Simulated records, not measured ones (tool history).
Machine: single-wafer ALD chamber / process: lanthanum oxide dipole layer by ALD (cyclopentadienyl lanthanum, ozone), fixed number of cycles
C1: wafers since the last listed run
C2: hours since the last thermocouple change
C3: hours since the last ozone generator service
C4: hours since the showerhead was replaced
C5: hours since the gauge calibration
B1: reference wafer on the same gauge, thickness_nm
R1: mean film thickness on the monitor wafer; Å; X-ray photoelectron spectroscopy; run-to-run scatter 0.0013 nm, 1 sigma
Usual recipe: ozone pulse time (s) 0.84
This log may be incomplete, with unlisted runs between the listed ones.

Run 1, day 0.000: usual settings but ozone pulse time (s) 0.96; C1 0; C2 2443.1; C3 755.3; C4 4850.9; C5 124.6; B1 0.624. Result: R1 5.18 Å.
Run 2, day 0.504: usual settings but ozone pulse time (s) 0.96; C1 195; C2 2455.2; C3 767.4; C4 4863.0; C5 136.7; B1 0.624. Result: R1 5.18 Å.
Run 3, day 0.775: usual settings but ozone pulse time (s) 0.96; C1 105; C2 2461.7; C3 773.9; C4 4869.5; C5 143.2; B1 0.624. Result: R1 5.22 Å.
Run 4, day 1.350: usual settings but ozone pulse time (s) 1.10; C1 223; C2 2475.5; C3 787.7; C4 4883.3; C5 157.0; B1 0.623. Result: R1 5.54 Å.
Run 5, day 3.296: usual settings; C1 756; C2 2522.2; C3 834.4; C4 4930.0; C5 203.7; B1 0.623. Result: R1 4.75 Å.
At day 4.033: gauge calibrated.
Run 6, day 4.038: usual settings; C1 288; C2 2540.0; C3 852.2; C4 4947.8; C5 0.1; B1 0.624. Result: R1 4.75 Å.
At day 4.704: showerhead replaced.
At day 4.850: ozone generator serviced.
Run 7, day 4.871: usual settings but ozone pulse time (s) 0.97; C1 138; C2 2560.0; C3 0.5; C4 4.0; C5 20.1; B1 0.624. Result: R1 5.55 Å.
Run 8, day 5.029: usual settings but ozone pulse time (s) 0.97; C1 61; C2 2563.8; C3 4.3; C4 7.8; C5 23.9; B1 0.624. Result: R1 5.56 Å.
At day 5.838: thermocouple changed; heater temperature recalibrated.
Run 9, day 5.858: usual settings but ozone pulse time (s) 0.97; C1 192; C2 0.5; C3 24.2; C4 27.7; C5 43.8; B1 0.624. Result: R1 5.55 Å.
Run 10, day 6.083: usual settings but ozone pulse time (s) 0.71; C1 87; C2 5.9; C3 29.6; C4 33.1; C5 49.2; B1 0.624. Result: R1 4.53 Å.
Run 11, day 6.408: usual settings but ozone pulse time (s) 1.04; C1 126; C2 13.7; C3 37.4; C4 40.9; C5 57.0; B1 0.624. Result: R1 5.71 Å.
Run 12, day 7.112: usual settings but ozone pulse time (s) 1.05; C1 273; C2 30.6; C3 54.3; C4 57.8; C5 73.9; B1 0.624. Result: R1 5.68 Å.
Run 13, day 7.429: usual settings but ozone pulse time (s) 0.94; C1 123; C2 38.2; C3 61.9; C4 65.4; C5 81.5; B1 0.624. Result: R1 5.41 Å.
Run 14, day 8.179: usual settings but ozone pulse time (s) 0.97; C1 291; C2 56.2; C3 79.9; C4 83.4; C5 99.5; B1 0.624. Result: R1 5.48 Å.
Run 15, day 8.554: usual settings but ozone pulse time (s) 0.94; C1 145; C2 65.2; C3 88.9; C4 92.4; C5 108.5; B1 0.624. Result: R1 5.39 Å.
Run 16, day 8.988: usual settings but ozone pulse time (s) 0.56; C1 168; C2 75.6; C3 99.3; C4 102.8; C5 118.9; B1 0.624. Result: R1 3.40 Å.
Run 17, day 9.729: usual settings but ozone pulse time (s) 0.94; C1 288; C2 93.4; C3 117.1; C4 120.6; C5 136.7; B1 0.624. Result: R1 5.35 Å.
Run 18, day 10.025: usual settings but ozone pulse time (s) 0.99; C1 115; C2 100.5; C3 124.2; C4 127.7; C5 143.8; B1 0.624. Result: R1 5.51 Å.
Run 19, day 10.617: usual settings but ozone pulse time (s) 0.55; C1 230; C2 114.7; C3 138.4; C4 141.9; C5 158.0; B1 0.624. Result: R1 3.29 Å.

Below are 4 alternative next runs, each starting from the tool's condition after run 19. Predict each:
Run A, day 10.633: usual settings; C1 6; C2 115.1; C3 138.8; C4 142.3; C5 158.4; B1 ?. Result: R1 ?.
Run B, day 10.633: usual settings but ozone pulse time (s) 1.09; C1 6; C2 115.1; C3 138.8; C4 142.3; C5 158.4; B1 ?. Result: R1 ?.
Run C, day 10.633: usual settings but ozone pulse time (s) 0.69; C1 6; C2 115.1; C3 138.8; C4 142.3; C5 158.4; B1 ?. Result: R1 ?.
Run D, day 10.633: usual settings but ozone pulse time (s) 1.01; C1 6; C2 115.1; C3 138.8; C4 142.3; C5 158.4; B1 ?. Result: R1 ?.

run     B1    R1
  A  0.624  4.99
  B  0.624  5.69
  C  0.624  4.27
  D  0.624  5.52
Take away the tool's hidden state, keep each run's random variation, and the runs would have read:
run    R1
  A  5.20
  B  5.84
  C  4.51
  D  5.68

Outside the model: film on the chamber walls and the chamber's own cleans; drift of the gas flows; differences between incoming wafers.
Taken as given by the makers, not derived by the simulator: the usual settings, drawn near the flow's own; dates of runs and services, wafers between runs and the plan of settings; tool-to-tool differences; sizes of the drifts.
